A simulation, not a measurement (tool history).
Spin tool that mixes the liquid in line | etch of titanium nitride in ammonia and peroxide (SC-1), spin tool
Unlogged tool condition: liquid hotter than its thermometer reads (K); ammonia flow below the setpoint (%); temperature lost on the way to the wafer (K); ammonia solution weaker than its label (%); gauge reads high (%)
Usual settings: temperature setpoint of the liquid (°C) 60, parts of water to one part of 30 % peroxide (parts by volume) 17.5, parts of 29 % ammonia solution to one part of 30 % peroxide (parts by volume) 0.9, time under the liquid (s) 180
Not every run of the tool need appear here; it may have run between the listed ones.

run,hour,temperature setpoint of the liquid (°C),parts of water to one part of 30 % peroxide (parts by volume),parts of 29 % ammonia solution to one part of 30 % peroxide (parts by volume),time under the liquid (s),wafers since the last listed run,hours since the thermometer was replaced,hours since the ammonia flow meter was replaced,hours since the heated supply line was repaired,hours since the drum of ammonia solution was connected,hours since the gauge calibration,"read-back film thickness of the titanium nitride reference wafer, read on the same gauge (nm)",thickness taken off the titanium nitride on a monitor wafer (angstrom)
1,0,60,17.5,0.9,180,0,202.1,1454.2,19.2,725.4,2036.6,149.99,121.9
# hour 37.4: new drum of ammonia solution connected
2,225.5,60,22.5,0.6,180,2102,427.6,1679.7,244.7,188.1,2262.1,149.98,100.2
3,310.9,60,22.5,0.6,180,799,513,1765.1,330.1,273.5,2347.5,150,101.7
4,411.1,60,17.5,0.9,180,938,613.2,1865.3,430.3,373.7,2447.7,149.99,126.1
5,511.6,60,17.5,0.9,180,941,713.7,1965.8,530.8,474.2,2548.2,150.02,128.4
6,570.6,52,17.5,0.9,180,552,772.7,2024.8,589.8,533.2,2607.2,149.98,75
7,633.3,60,17.5,0.9,180,587,835.4,2087.5,652.5,595.9,2669.9,150.01,130.6
# hour 690.1: thermometer replaced
8,690.7,65.5,10,1.1,265,528,0.6,2144.9,709.9,653.3,2727.3,150.07,345.4
# hour 763.1: new drum of ammonia solution connected
9,772,60,17.5,0.55,230,752,81.9,2226.2,791.2,8.9,2808.6,149.99,141.4
10,865.4,50,17.5,0.9,180,874,175.3,2319.6,884.6,102.3,2902,150.01,60.8
11,969.9,60,17.5,0.9,180,978,279.8,2424.1,989.1,206.8,3006.5,150,123
# hour 987.7: gauge calibrated
12,1052.3,60,17.5,0.65,180,771,362.2,2506.5,1071.5,289.2,64.6,149.97,115.3
13,1117.9,60,21.5,0.9,90,614,427.8,2572.1,1137.1,354.8,130.2,149.95,55.2
# hour 1133.2: ammonia flow meter replaced
14,1221.4,57,17.5,0.9,180,960,531.3,88.2,1240.6,458.3,233.7,150.01,101
15,1269.9,67,17.5,0.9,180,454,579.8,136.7,1289.1,506.8,282.2,150.02,194.6
16,1308.5,69,13.5,0.55,250,361,618.4,175.3,1327.7,545.4,320.8,150.01,326.2
17,1353.5,60,17.5,0.9,130,421,663.4,220.3,1372.7,590.4,365.8,150.01,92.7
# hour 1428.9: new drum of ammonia solution connected
18,1552.2,60,17.5,0.9,180,1851,862.1,419,1571.4,123.3,564.5,149.98,128.8
19,1630.2,63.5,17.5,0.75,180,730,940.1,497,1649.4,201.3,642.5,150.01,154.3
# hour 1645.4: thermometer replaced
20,1674.8,60,17.5,0.9,180,408,29.4,541.6,1694,245.9,687.1,150.02,121.7
21,1720,60,17.5,0.7,180,423,74.6,586.8,1739.2,291.1,732.3,150,113.7
22,1804.7,60,17.5,0.9,180,793,159.3,671.5,1823.9,375.8,817,149.95,122.2
23,1890.7,60,25,0.7,180,805,245.3,757.5,1909.9,461.8,903,150.01,97.2
24,1979,60,17.5,0.9,180,827,333.6,845.8,1998.2,550.1,991.3,149.96,122.1
25,2019.4,54.5,17.5,0.9,275,378,374,886.2,2038.6,590.5,1031.7,150,131.6

How would selected steps in thickness taken off the titanium nitride on a monitor wafer (angstrom) from run to run divide? Give the signed amount a tool lacking its hidden state would still show from settings, what came in and random variation, and the signed amount left for the hidden state, including any gauge scatter that is not in both of the compared results.
Run 7 -> 8: temperature setpoint of the liquid (°C) 60 -> 65.5, parts of water to one part of 30 % peroxide (parts by volume) 17.5 -> 10, parts of 29 % ammonia solution to one part of 30 % peroxide (parts by volume) 0.9 -> 1.1, time under the liquid (s) 180 -> 265, thermometer replaced. thickness taken off the titanium nitride on a monitor wafer (angstrom) +214.8: hidden state -9.1, all else +223.9.
Run 16 -> 17: temperature setpoint of the liquid (°C) 69 -> 60, parts of water to one part of 30 % peroxide (parts by volume) 13.5 -> 17.5, parts of 29 % ammonia solution to one part of 30 % peroxide (parts by volume) 0.55 -> 0.9, time under the liquid (s) 250 -> 130. thickness taken off the titanium nitride on a monitor wafer (angstrom) -233.5: hidden state -10.8, all else -222.7.
Run 19 -> 20: temperature setpoint of the liquid (°C) 63.5 -> 60, parts of 29 % ammonia solution to one part of 30 % peroxide (parts by volume) 0.75 -> 0.9, thermometer replaced. thickness taken off the titanium nitride on a monitor wafer (angstrom) -32.6: hidden state -10.8, all else -21.8.

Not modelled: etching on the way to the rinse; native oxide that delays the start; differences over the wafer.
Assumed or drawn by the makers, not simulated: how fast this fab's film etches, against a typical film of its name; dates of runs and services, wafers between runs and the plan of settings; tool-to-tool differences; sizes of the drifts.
